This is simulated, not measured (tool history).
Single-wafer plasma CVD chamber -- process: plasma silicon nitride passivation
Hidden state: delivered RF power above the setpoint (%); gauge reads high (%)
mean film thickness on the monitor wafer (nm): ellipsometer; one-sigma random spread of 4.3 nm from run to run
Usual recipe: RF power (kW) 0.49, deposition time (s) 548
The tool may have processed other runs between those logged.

| run | hour | RF power (kW) | deposition time (s) | wafers since the last listed run | hours since the last RF generator calibration | hours since the showerhead was replaced | hours since the gauge calibration | read-back reference wafer on the same gauge, thickness_nm | mean film thickness on the monitor wafer (nm) |
|---|---|---|---|---|---|---|---|---|---|
| 1 | 0 | 0.45 | 548 | 0 | 537.4 | 2465.8 | 935.6 | 894.112 | 817.105 |
| 2 | 42.7 | 0.49 | 548 | 85 | 580.1 | 2508.5 | 978.3 | 895.325 | 832.54 |
| 3 | 143.1 | 0.49 | 482 | 202 | 680.5 | 2608.9 | 1078.7 | 892.765 | 729.103 |
| 4 | 213.7 | 0.49 | 483 | 142 | 751.1 | 2679.5 | 1149.3 | 892.929 | 739.003 |
| 5 | 250.4 | 0.49 | 548 | 73 | 787.8 | 2716.2 | 1186 | 895.557 | 829.746 |
| 6 | 310.5 | 0.53 | 548 | 121 | 847.9 | 2776.3 | 1246.1 | 891.825 | 844.017 |
|  | 394.8 | gauge calibrated |
| 7 | 401.6 | 0.53 | 548 | 183 | 939 | 2867.4 | 6.8 | 895.135 | 843.734 |
| 8 | 443.7 | 0.53 | 548 | 84 | 981.1 | 2909.5 | 48.9 | 891.647 | 845.215 |
| 9 | 516.9 | 0.49 | 548 | 147 | 1054.3 | 2982.7 | 122.1 | 890.594 | 830.747 |
| 10 | 569.1 | 0.525 | 548 | 105 | 1106.5 | 3034.9 | 174.3 | 892.745 | 846.966 |
| 11 | 635.6 | 0.54 | 548 | 133 | 1173 | 3101.4 | 240.8 | 895.524 | 844.229 |
| 12 | 691.2 | 0.52 | 633 | 111 | 1228.6 | 3157 | 296.4 | 895.728 | 980.62 |
| 13 | 755.7 | 0.49 | 548 | 129 | 1293.1 | 3221.5 | 360.9 | 896.419 | 828.921 |
|  | 840.7 | RF generator calibrated |
| 14 | 849.4 | 0.49 | 548 | 172 | 8.7 | 3315.2 | 454.6 | 894.222 | 832.625 |
|  | 896.1 | showerhead replaced |
| 15 | 898.8 | 0.49 | 548 | 83 | 58.1 | 2.7 | 504 | 893.671 | 834.587 |
| 16 | 984.9 | 0.57 | 604 | 173 | 144.2 | 88.8 | 590.1 | 891.681 | 955.371 |
| 17 | 1072.8 | 0.49 | 606 | 176 | 232.1 | 176.7 | 678 | 897.359 | 922.526 |
| 18 | 1154.7 | 0.415 | 488 | 164 | 314 | 258.6 | 759.9 | 893.036 | 725.464 |

Each row is a separate what-if for the run after 18, all from the same tool condition, not one after another. Results?
| A | 1155.3 | 0.455 | 548 | 1 | 314.6 | 259.2 | 760.5 | ? | ? |
| B | 1155.3 | 0.455 | 498 | 1 | 314.6 | 259.2 | 760.5 | ? | ? |
| C | 1155.3 | 0.465 | 443 | 1 | 314.6 | 259.2 | 760.5 | ? | ? |
| D | 1155.3 | 0.49 | 644 | 1 | 314.6 | 259.2 | 760.5 | ? | ? |
| E | 1155.3 | 0.44 | 444 | 1 | 314.6 | 259.2 | 760.5 | ? | ? |

| run | read-back reference wafer on the same gauge, thickness_nm | mean film thickness on the monitor wafer (nm) |
|---|---|---|
| A | 895.813 | 815.384 |
| B | 895.813 | 740.988 |
| C | 895.813 | 662.023 |
| D | 895.813 | 972.656 |
| E | 895.813 | 656.267 |
What these runs would have given with no unlogged condition in the tool:
| run | mean film thickness on the monitor wafer (nm) |
|---|---|
| A | 815.384 |
| B | 740.988 |
| C | 662.023 |
| D | 972.656 |
| E | 656.267 |

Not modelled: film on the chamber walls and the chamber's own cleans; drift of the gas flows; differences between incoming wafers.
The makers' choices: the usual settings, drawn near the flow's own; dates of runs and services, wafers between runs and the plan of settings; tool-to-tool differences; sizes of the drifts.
